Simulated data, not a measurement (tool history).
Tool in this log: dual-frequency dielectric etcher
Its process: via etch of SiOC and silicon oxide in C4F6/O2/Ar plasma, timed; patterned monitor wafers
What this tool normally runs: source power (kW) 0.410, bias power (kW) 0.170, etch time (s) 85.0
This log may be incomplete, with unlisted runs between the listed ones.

| run | day | source power (kW) | bias power (kW) | etch time (s) | read-back reference wafer on the same gauge, depth_nm | mean etch depth across the wafer (angstrom) |
|---|---|---|---|---|---|---|
| 1 | 0.000 | 0.490 | 0.170 | 94.0 | 108.0 | 1253 |
|  | 3.892 | wet clean of the chamber |
| 2 | 3.908 | 0.410 | 0.170 | 85.0 | 108.0 | 1017 |
| 3 | 8.158 | 0.410 | 0.170 | 85.0 | 108.0 | 1019 |
| 4 | 9.975 | 0.410 | 0.170 | 85.0 | 107.9 | 1017 |
| 5 | 11.729 | 0.410 | 0.170 | 100.5 | 107.9 | 1206 |
| 6 | 14.004 | 0.410 | 0.170 | 92.5 | 108.0 | 1110 |
| 7 | 16.221 | 0.410 | 0.170 | 92.5 | 108.1 | 1103 |
| 8 | 19.183 | 0.410 | 0.170 | 85.0 | 107.9 | 1018 |
| 9 | 22.929 | 0.410 | 0.170 | 85.0 | 107.9 | 1011 |
|  | 25.621 | wet clean of the chamber |
| 10 | 25.642 | 0.410 | 0.170 | 85.0 | 107.9 | 1014 |
| 11 | 28.054 | 0.410 | 0.170 | 85.0 | 108.0 | 1011 |
| 12 | 30.071 | 0.410 | 0.202 | 76.0 | 108.1 | 966 |
| 13 | 33.171 | 0.410 | 0.202 | 76.0 | 108.1 | 966 |
| 14 | 35.433 | 0.410 | 0.170 | 85.0 | 108.0 | 1011 |
| 15 | 38.108 | 0.410 | 0.170 | 63.0 | 108.0 | 751 |
| 16 | 40.204 | 0.440 | 0.198 | 105.0 | 108.1 | 1378 |
| 17 | 43.921 | 0.450 | 0.139 | 85.0 | 108.1 | 997 |
|  | 45.071 | wet clean of the chamber |
| 18 | 47.212 | 0.410 | 0.158 | 85.0 | 107.9 | 981 |
| 19 | 49.296 | 0.410 | 0.129 | 85.0 | 108.1 | 912 |
|  | 50.642 | source power generator calibrated |
| 20 | 51.375 | 0.440 | 0.198 | 105.0 | 108.0 | 1347 |
|  | 53.962 | gauge calibrated |
|  | 63.233 | bias power generator calibrated |
| 21 | 63.733 | 0.310 | 0.140 | 71.5 | 108.0 | 644 |
|  | 65.321 | wet clean of the chamber |
|  | 68.575 | source power generator calibrated, repeated, since the last time left the tool worse |
|  | 74.004 | upper electrode replaced |
| 22 | 75.775 | 0.410 | 0.170 | 85.0 | 108.1 | 1026 |
| 23 | 78.758 | 0.410 | 0.170 | 85.0 | 108.0 | 1026 |
| 24 | 81.400 | 0.470 | 0.136 | 85.0 | 108.0 | 1026 |
| 25 | 83.088 | 0.470 | 0.170 | 104.0 | 108.1 | 1362 |
| 26 | 86.462 | 0.410 | 0.170 | 108.5 | 107.9 | 1307 |
|  | 88.121 | wet clean of the chamber |
| 27 | 90.733 | 0.410 | 0.170 | 100.5 | 108.0 | 1216 |
| 28 | 94.300 | 0.320 | 0.189 | 65.5 | 108.0 | 698 |
| 29 | 96.000 | 0.460 | 0.141 | 85.0 | 108.0 | 1028 |

Branching from run 29: 4 alternative next runs. What would each branch give?
| A | 96.017 | 0.460 | 0.170 | 85.0 | ? | ? |
| B | 96.017 | 0.410 | 0.192 | 71.0 | ? | ? |
| C | 96.017 | 0.440 | 0.187 | 95.0 | ? | ? |
| D | 96.017 | 0.410 | 0.170 | 107.0 | ? | ? |

| run | read-back reference wafer on the same gauge, depth_nm | mean etch depth across the wafer (angstrom) |
|---|---|---|
| A | 107.9 | 1093 |
| B | 107.9 | 892 |
| C | 107.9 | 1232 |
| D | 107.9 | 1287 |
Without the tool's unlogged condition, the same runs would have read:
| run | mean etch depth across the wafer (angstrom) |
|---|---|
| A | 1096 |
| B | 894 |
| C | 1235 |
| D | 1290 |
